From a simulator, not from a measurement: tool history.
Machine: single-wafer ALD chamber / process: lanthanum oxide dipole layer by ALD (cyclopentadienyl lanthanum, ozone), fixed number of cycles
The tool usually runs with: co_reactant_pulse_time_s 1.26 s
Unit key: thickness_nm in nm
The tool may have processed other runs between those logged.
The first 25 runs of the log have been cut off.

run    hour  co_reactant_pulse_time_s  read-back reference wafer on the same gauge, thickness_nm  thickness_nm
 26  2097.4                      1.09                                                      0.528         0.509
 27  2157.8                      1.02                                                      0.528         0.502
 28  2252.5                      1.26                                                      0.528         0.520
 29  2357.2                      1.51                                                      0.528         0.533
     2439.5  -- thermocouple changed; heater temperature recalibrated
 30  2544.2                      1.14                                                      0.528         0.509
 31  2590.2                      1.26                                                      0.528         0.519
 32  2686.9                      1.72                                                      0.528         0.539
 33  2829.5                      1.26                                                      0.527         0.516
 34  2917.8                      1.11                                                      0.528         0.503
 35  2980.4                      1.47                                                      0.528         0.527

Forecast each of these 3 alternatives for the next run:
  A  2980.8                      1.26                                                          ?             ?
  B  2980.8                      0.88                                                          ?             ?
  C  2980.8                      0.78                                                          ?             ?

run  read-back reference wafer on the same gauge, thickness_nm  thickness_nm
  A                                                      0.528         0.513
  B                                                      0.528         0.481
  C                                                      0.528         0.470
With no hidden state in the tool, these same runs would have given:
run  thickness_nm
  A         0.522
  B         0.492
  C         0.482
